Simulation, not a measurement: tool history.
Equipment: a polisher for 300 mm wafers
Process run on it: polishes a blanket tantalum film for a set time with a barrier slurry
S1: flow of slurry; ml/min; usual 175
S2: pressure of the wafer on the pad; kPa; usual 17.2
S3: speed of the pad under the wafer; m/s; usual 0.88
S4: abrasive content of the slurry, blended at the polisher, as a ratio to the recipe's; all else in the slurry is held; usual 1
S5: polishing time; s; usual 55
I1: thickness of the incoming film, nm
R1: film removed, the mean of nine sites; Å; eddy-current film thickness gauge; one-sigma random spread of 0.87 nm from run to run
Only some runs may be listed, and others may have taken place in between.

Run 1, hour 0: usual settings but S5 42 s; I1 457.1. Result: R1 764 Å.
At hour 57.5: head pressure recalibrated.
Run 2, hour 66: usual settings but S2 14.5 kPa; I1 460.2. Result: R1 863 Å.
Run 3, hour 110.3: usual settings but S2 14.5 kPa; I1 460.5. Result: R1 848 Å.
At hour 156.9: slurry blender recalibrated.
At hour 172.5: worn pad replaced by a new one.
Run 4, hour 173: usual settings but S3 0.98 m/s; I1 462.9. Result: R1 1098 Å.
Run 5, hour 214.9: usual settings but S3 0.98 m/s; I1 456.9. Result: R1 1107 Å.
Run 6, hour 241.5: usual settings but S5 46 s; I1 469. Result: R1 834 Å.
Run 7, hour 278.4: usual settings but S5 46 s; I1 460.4. Result: R1 838 Å.
Run 8, hour 333.6: usual settings but S5 46 s; I1 454. Result: R1 849 Å.
Run 9, hour 398.7: usual settings; I1 455.8. Result: R1 1013 Å.
Run 10, hour 429.2: usual settings; I1 468.4. Result: R1 1005 Å.
At hour 499.9: slurry nozzle cleaned.
At hour 507.5: slurry blender recalibrated.
At hour 556.5: worn pad replaced by a new one.
Run 11, hour 561: usual settings; I1 450.4. Result: R1 998 Å.
Run 12, hour 600.3: usual settings; I1 460.4. Result: R1 1015 Å.
Run 13, hour 634.6: usual settings; I1 451.7. Result: R1 1016 Å.
Run 14, hour 689.1: usual settings but S5 47 s; I1 463.1. Result: R1 870 Å.
Run 15, hour 794.2: usual settings but S3 0.64 m/s; I1 459.3. Result: R1 763 Å.
At hour 825.2: slurry blender recalibrated.
Run 16, hour 833.1: usual settings but S1 210 ml/min, S2 21.4 kPa, S3 1.12 m/s, S5 47 s; I1 454.4. Result: R1 1349 Å.
Run 17, hour 880.3: usual settings; I1 463.1. Result: R1 1016 Å.
Run 18, hour 931.1: usual settings but S2 22.1 kPa, S5 49 s; I1 464. Result: R1 1153 Å.
At hour 943.2: worn pad replaced by a new one.
Run 19, hour 956: usual settings but S3 1.1 m/s, S4 0.9; I1 464.9. Result: R1 1170 Å.
Run 20, hour 1020.2: usual settings but S3 1.02 m/s, S4 1.2, S5 67 s; I1 461.3. Result: R1 1501 Å.
Run 21, hour 1068.4: usual settings but S1 155 ml/min, S2 22.8 kPa, S3 1.06 m/s, S5 49 s; I1 461.3. Result: R1 1337 Å.
Run 22, hour 1116.9: usual settings; I1 457. Result: R1 1013 Å.
At hour 1155.8: slurry nozzle cleaned.
Run 23, hour 1185.2: usual settings but S2 21.4 kPa, S3 0.78 m/s, S5 60 s; I1 458. Result: R1 1220 Å.
At hour 1223.5: slurry blender recalibrated.
At hour 1311.3: head pressure recalibrated.
At hour 1333.4: worn pad replaced by a new one.
Run 24, hour 1356.6: usual settings but S1 215 ml/min, S5 73 s; I1 464.9. Result: R1 1381 Å.
Run 25, hour 1535.5: usual settings but S5 67 s; I1 462.8. Result: R1 1221 Å.
Run 26, hour 1563.2: usual settings but S3 0.98 m/s; I1 456.7. Result: R1 1110 Å.
Run 27, hour 1597.2: usual settings but S3 0.66 m/s, S4 1.15; I1 463.3. Result: R1 830 Å.
Run 28, hour 1632.2: usual settings but S3 0.98 m/s; I1 456.7. Result: R1 1121 Å.
At hour 1651.9: slurry blender recalibrated.
Run 29, hour 1680.3: usual settings but S3 1.18 m/s, S5 49 s; I1 457.1. Result: R1 1171 Å.
At hour 1693: worn pad replaced by a new one.
Run 30, hour 1734.6: usual settings but S1 120 ml/min, S2 11.7 kPa, S4 0.85; I1 459.1. Result: R1 597 Å.

Consider 4 possible next runs. They are alternatives, not a sequence: every one starts from the tool as it was left by run 30. What does each give?
Run A, hour 1735: usual settings but S1 145 ml/min; I1 454. Result: R1 ?.
Run B, hour 1735: usual settings but S1 210 ml/min, S2 11.7 kPa; I1 454. Result: R1 ?.
Run C, hour 1735: usual settings but S3 0.96 m/s, S5 68 s; I1 454. Result: R1 ?.
Run D, hour 1735: usual settings but S3 1.14 m/s; I1 454. Result: R1 ?.

run    R1
  A   962
  B   707
  C  1330
  D  1257
What these runs would have given with no unlogged condition in the tool:
run    R1
  A   962
  B   707
  C  1330
  D  1257
